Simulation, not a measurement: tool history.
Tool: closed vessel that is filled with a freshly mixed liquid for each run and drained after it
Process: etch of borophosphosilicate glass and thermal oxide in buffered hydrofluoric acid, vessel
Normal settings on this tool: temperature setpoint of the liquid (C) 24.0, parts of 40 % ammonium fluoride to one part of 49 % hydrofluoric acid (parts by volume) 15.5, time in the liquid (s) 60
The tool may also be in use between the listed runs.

run	hour	temperature setpoint of the liquid (C)	parts of 40 % ammonium fluoride to one part of 49 % hydrofluoric acid (parts by volume)	time in the liquid (s)	wafers since the last listed run	hours since the thermometer was replaced	hours since the hydrofluoric acid flow meter was replaced	hours since the gauge calibration	read-back film thickness of the borophosphosilicate glass reference wafer, read on the same gauge (nm)	read-back film thickness of the thermal oxide reference wafer, read on the same gauge (nm)	thickness taken off the borophosphosilicate glass on a monitor wafer (angstrom)	thickness taken off the thermal oxide on a monitor wafer (angstrom)
1	0.0	24.0	15.5	60	0	1658.3	311.1	311.6	110.01	120.01	1034.9	482.0
2	33.8	24.0	15.5	80	3644	1692.1	344.9	345.4	110.00	119.95	1386.9	639.4
3	51.9	24.0	15.5	80	1951	1710.2	363.0	363.5	109.99	120.00	1384.3	636.1
4	97.0	24.0	15.5	80	4862	1755.3	408.1	408.6	110.01	120.00	1393.6	643.6
5	121.8	24.0	15.5	60	2673	1780.1	432.9	433.4	109.99	120.03	1029.5	482.7
6	142.7	24.0	15.5	60	2253	1801.0	453.8	454.3	110.00	120.03	1033.8	481.7
7	163.6	21.5	12.0	35	2253	1821.9	474.7	475.2	109.99	120.00	681.7	317.9
8	179.4	24.0	15.5	60	1703	1837.7	490.5	491.0	109.99	120.04	1054.5	481.4
9	198.3	22.0	10.0	45	2037	1856.6	509.4	509.9	110.02	120.04	1081.0	507.5
10	211.6	24.0	15.5	40	1433	1869.9	522.7	523.2	110.00	119.98	698.9	322.7
11	238.7	20.5	15.5	60	2921	1897.0	549.8	550.3	109.97	120.00	865.9	402.1
# hour 249.1: gauge calibrated
12	254.8	24.0	19.5	60	1735	1913.1	565.9	5.7	110.00	119.97	827.9	385.9
13	275.2	24.0	15.5	60	2199	1933.5	586.3	26.1	109.98	119.99	1047.5	490.7
14	292.0	20.5	13.0	30	1811	1950.3	603.1	42.9	110.00	120.03	517.6	242.4
15	305.5	22.5	10.5	60	1455	1963.8	616.6	56.4	110.00	120.01	1412.8	656.7
# hour 345.7: hydrofluoric acid flow meter replaced
16	361.4	24.0	15.5	60	5919	2019.7	15.7	112.3	110.01	119.99	1061.8	489.5
# hour 366.2: thermometer replaced
17	379.5	28.5	19.0	35	1843	13.3	33.8	130.4	109.99	120.00	561.2	264.0
18	412.7	28.5	17.5	60	3579	46.5	67.0	163.6	109.99	119.95	1054.6	487.6
19	428.0	24.0	11.5	80	1649	61.8	82.3	178.9	109.97	120.01	1657.4	767.0
20	453.0	24.0	15.5	85	2695	86.8	107.3	203.9	110.00	120.01	1320.2	622.0
21	486.9	24.0	15.5	45	3654	120.7	141.2	237.8	110.00	120.01	703.3	326.3
22	515.4	24.0	15.5	30	3072	149.2	169.7	266.3	109.99	120.03	467.6	217.4
23	545.4	24.0	12.0	60	3234	179.2	199.7	296.3	110.01	119.98	1216.9	554.8
24	573.1	24.0	15.5	75	2986	206.9	227.4	324.0	110.00	120.04	1174.9	546.0
25	608.5	24.0	15.5	60	3816	242.3	262.8	359.4	109.98	120.05	942.6	435.0

Forecast each of these 4 alternatives for the next run:
A	609.2	26.0	15.5	60	75	243.0	263.5	360.1	?	?	?	?
B	609.2	20.0	18.0	95	75	243.0	263.5	360.1	?	?	?	?
C	609.2	28.0	13.0	60	75	243.0	263.5	360.1	?	?	?	?
D	609.2	24.0	10.0	30	75	243.0	263.5	360.1	?	?	?	?

run	read-back film thickness of the borophosphosilicate glass reference wafer, read on the same gauge (nm)	read-back film thickness of the thermal oxide reference wafer, read on the same gauge (nm)	thickness taken off the borophosphosilicate glass on a monitor wafer (angstrom)	thickness taken off the thermal oxide on a monitor wafer (angstrom)
A	110.01	120.02	1047.2	486.6
B	110.01	120.02	1032.3	478.4
C	110.01	120.02	1384.3	643.4
D	110.01	120.02	723.8	335.1
Stripped of hidden state, with their random variation kept, the same runs would have yielded:
run	thickness taken off the borophosphosilicate glass on a monitor wafer (angstrom)	thickness taken off the thermal oxide on a monitor wafer (angstrom)
A	1027.8	477.5
B	1012.5	469.1
C	1359.0	631.5
D	710.3	328.8

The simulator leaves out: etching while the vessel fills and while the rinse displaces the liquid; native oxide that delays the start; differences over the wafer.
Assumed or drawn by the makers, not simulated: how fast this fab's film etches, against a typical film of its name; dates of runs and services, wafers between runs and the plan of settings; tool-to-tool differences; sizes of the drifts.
